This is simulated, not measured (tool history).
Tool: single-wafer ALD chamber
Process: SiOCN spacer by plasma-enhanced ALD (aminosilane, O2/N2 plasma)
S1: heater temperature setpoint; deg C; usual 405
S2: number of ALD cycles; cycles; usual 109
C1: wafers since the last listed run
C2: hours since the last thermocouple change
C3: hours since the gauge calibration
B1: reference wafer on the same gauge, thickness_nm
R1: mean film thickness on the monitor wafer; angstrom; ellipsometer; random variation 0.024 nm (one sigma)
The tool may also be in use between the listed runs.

Run 1, hour 0.0: usual settings but S2 103 cycles; C1 0; C2 711.6; C3 154.6; B1 5.209. Result: R1 57.71 angstrom.
Run 2, hour 33.3: usual settings but S2 103 cycles; C1 60; C2 744.9; C3 187.9; B1 5.198. Result: R1 57.23 angstrom.
Run 3, hour 49.8: usual settings but S2 103 cycles; C1 29; C2 761.4; C3 204.4; B1 5.195. Result: R1 57.32 angstrom.
Run 4, hour 81.9: usual settings; C1 58; C2 793.5; C3 236.5; B1 5.190. Result: R1 60.94 angstrom.
Run 5, hour 101.1: usual settings; C1 34; C2 812.7; C3 255.7; B1 5.182. Result: R1 60.64 angstrom.
Run 6, hour 122.8: usual settings; C1 39; C2 834.4; C3 277.4; B1 5.168. Result: R1 60.76 angstrom.
Run 7, hour 139.3: usual settings; C1 29; C2 850.9; C3 293.9; B1 5.162. Result: R1 60.27 angstrom.
Run 8, hour 156.8: usual settings; C1 31; C2 868.4; C3 311.4; B1 5.169. Result: R1 60.76 angstrom.
Run 9, hour 237.6: usual settings; C1 146; C2 949.2; C3 392.2; B1 5.159. Result: R1 60.60 angstrom.
Run 10, hour 267.2: usual settings; C1 53; C2 978.8; C3 421.8; B1 5.159. Result: R1 60.32 angstrom.
Run 11, hour 299.5: usual settings; C1 58; C2 1011.1; C3 454.1; B1 5.150. Result: R1 60.13 angstrom.
Run 12, hour 360.5: usual settings; C1 110; C2 1072.1; C3 515.1; B1 5.154. Result: R1 60.03 angstrom.
Run 13, hour 396.3: usual settings; C1 64; C2 1107.9; C3 550.9; B1 5.158. Result: R1 60.56 angstrom.
Run 14, hour 420.3: usual settings; C1 43; C2 1131.9; C3 574.9; B1 5.141. Result: R1 60.18 angstrom.
Run 15, hour 447.6: usual settings but S1 396 deg C; C1 49; C2 1159.2; C3 602.2; B1 5.144. Result: R1 61.45 angstrom.
Run 16, hour 459.8: usual settings but S1 400 deg C; C1 22; C2 1171.4; C3 614.4; B1 5.147. Result: R1 61.19 angstrom.
Run 17, hour 473.9: usual settings but S2 95 cycles; C1 25; C2 1185.5; C3 628.5; B1 5.140. Result: R1 52.66 angstrom.
At hour 484.7: gauge calibrated.
At hour 486.0: thermocouple changed; heater temperature recalibrated.
Run 18, hour 490.1: usual settings; C1 14; C2 4.1; C3 5.4; B1 5.292. Result: R1 62.31 angstrom.
Run 19, hour 503.8: usual settings but S1 399 deg C, S2 93 cycles; C1 24; C2 17.8; C3 19.1; B1 5.285. Result: R1 54.09 angstrom.
Run 20, hour 522.1: usual settings but S1 418 deg C, S2 119 cycles; C1 33; C2 36.1; C3 37.4; B1 5.278. Result: R1 65.19 angstrom.
Run 21, hour 543.8: usual settings; C1 39; C2 57.8; C3 59.1; B1 5.263. Result: R1 61.85 angstrom.
Run 22, hour 565.6: usual settings but S2 103 cycles; C1 39; C2 79.6; C3 80.9; B1 5.272. Result: R1 58.20 angstrom.
Run 23, hour 579.4: usual settings but S2 98 cycles; C1 25; C2 93.4; C3 94.7; B1 5.250. Result: R1 55.60 angstrom.
Run 24, hour 605.1: usual settings but S1 394 deg C, S2 126 cycles; C1 46; C2 119.1; C3 120.4; B1 5.241. Result: R1 71.82 angstrom.
Run 25, hour 623.4: usual settings but S2 103 cycles; C1 33; C2 137.4; C3 138.7; B1 5.236. Result: R1 58.45 angstrom.
Run 26, hour 640.4: usual settings but S1 395 deg C, S2 91 cycles; C1 30; C2 154.4; C3 155.7; B1 5.240. Result: R1 51.97 angstrom.
Run 27, hour 667.8: usual settings but S1 401 deg C, S2 90 cycles; C1 49; C2 181.8; C3 183.1; B1 5.218. Result: R1 51.21 angstrom.
Run 28, hour 694.4: usual settings but S1 414 deg C; C1 48; C2 208.4; C3 209.7; B1 5.223. Result: R1 59.28 angstrom.
Run 29, hour 710.1: usual settings but S2 96 cycles; C1 28; C2 224.1; C3 225.4; B1 5.218. Result: R1 54.17 angstrom.

Forecast each of these 4 alternatives for the next run:
Run A, hour 710.7: usual settings; C1 1; C2 224.7; C3 226.0; B1 ?. Result: R1 ?.
Run B, hour 710.7: usual settings but S2 123 cycles; C1 1; C2 224.7; C3 226.0; B1 ?. Result: R1 ?.
Run C, hour 710.7: usual settings but S1 420 deg C, S2 96 cycles; C1 1; C2 224.7; C3 226.0; B1 ?. Result: R1 ?.
Run D, hour 710.7: usual settings but S1 412 deg C; C1 1; C2 224.7; C3 226.0; B1 ?. Result: R1 ?.

run     B1     R1
  A  5.220  60.86
  B  5.220  68.67
  C  5.220  51.08
  D  5.220  59.52
Without the tool's hidden state the same runs would have given:
run     R1
  A  61.79
  B  69.73
  C  51.87
  D  60.44
